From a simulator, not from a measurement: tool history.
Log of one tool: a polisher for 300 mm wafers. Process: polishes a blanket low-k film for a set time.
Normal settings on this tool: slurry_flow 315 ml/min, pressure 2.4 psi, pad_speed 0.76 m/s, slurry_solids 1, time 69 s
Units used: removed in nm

run   hour  slurry_flow  pressure  pad_speed  slurry_solids  time  incoming thickness of the incoming film, nm  removed
  1      0          315       2.4       0.76              1    69                                        424.1     32.1
  2   15.7          255       2.4       0.76              1    69                                        422.1     31.4
  3   34.7          255       2.4       0.76              1    69                                        417.8     30.5
  4   63.1          315       2.8       0.76              1    69                                        423.1     35.9
  5     83          315       2.8       0.76              1    69                                        429.5     36.5
      95.3  -- head pressure recalibrated
  6  115.2          315       2.7       0.76              1    69                                          420     34.6
     142.1  -- conditioning disc replaced and pad reconditioned
  7  149.6          315       2.4       0.76              1    69                                        411.8     32.6
     158.8  -- slurry blender recalibrated
     160.5  -- worn pad replaced by a new one
  8  178.8          315       2.4        0.6           1.25    69                                        423.8     31.8
  9  200.4          315       2.4       0.76              1    69                                        413.9     31.7
 10  221.8          315       2.4       0.76              1    69                                        426.5     31.3
 11    238          315       2.4       0.56              1    69                                        424.9     24.9
 12  255.2          315       2.4       0.76            0.8    92                                        423.8     34.1
 13  269.1          420       1.8       0.76              1    69                                        422.5     23.4
     286.5  -- slurry nozzle cleaned
 14  294.1          345       2.1       0.88              1    91                                        426.2     39.1
 15  314.4          315       2.4       0.86            1.2    69                                        411.9     36.8
 16  328.9          315       2.4       0.76              1    81                                        418.9     35.7
     343.9  -- worn pad replaced by a new one
     344.2  -- conditioning disc replaced and pad reconditioned
 17  344.7          315       2.4       0.76              1    69                                        419.5     32.9
 18  364.3          355       1.7       0.76              1    69                                        421.9     23.2
     392.5  -- slurry blender recalibrated
 19  416.3          210       2.4       0.62              1    69                                        416.9     25.6
 20  441.7          235       2.4       0.84              1    69                                        415.6     32.2
 21  460.9          315       1.7       0.52           1.15    69                                        419.7     18.4
 22  480.8          315       2.4       0.76            0.8    92                                        412.3     34.2
 23    498          315       2.4       0.76            0.9    82                                        417.9     33.9
 24  525.1          280       2.4       0.92              1    69                                        416.4     33.2
       534  -- worn pad replaced by a new one
     557.2  -- conditioning disc replaced and pad reconditioned
 25  557.7          315       1.8        0.9           0.75    69                                        421.5     22.2
 26  573.1          405       2.9          1              1    69                                        412.4     47.8
 27  585.2          390       2.4        0.9              1    69                                        426.5       37

Branching from run 27: 3 alternative next runs. What would each branch give?
  A  585.6          315         3       0.76              1    69                                        419.3        ?
  B  585.6          210       2.4       0.76            0.9    49                                        419.3        ?
  C  585.6          315       2.4       0.58              1    69                                        419.3        ?

run  removed
  A     40.3
  B     20.2
  C     26.7
Without the tool's hidden state the same runs would have given:
run  removed
  A     41.2
  B     20.6
  C     27.1

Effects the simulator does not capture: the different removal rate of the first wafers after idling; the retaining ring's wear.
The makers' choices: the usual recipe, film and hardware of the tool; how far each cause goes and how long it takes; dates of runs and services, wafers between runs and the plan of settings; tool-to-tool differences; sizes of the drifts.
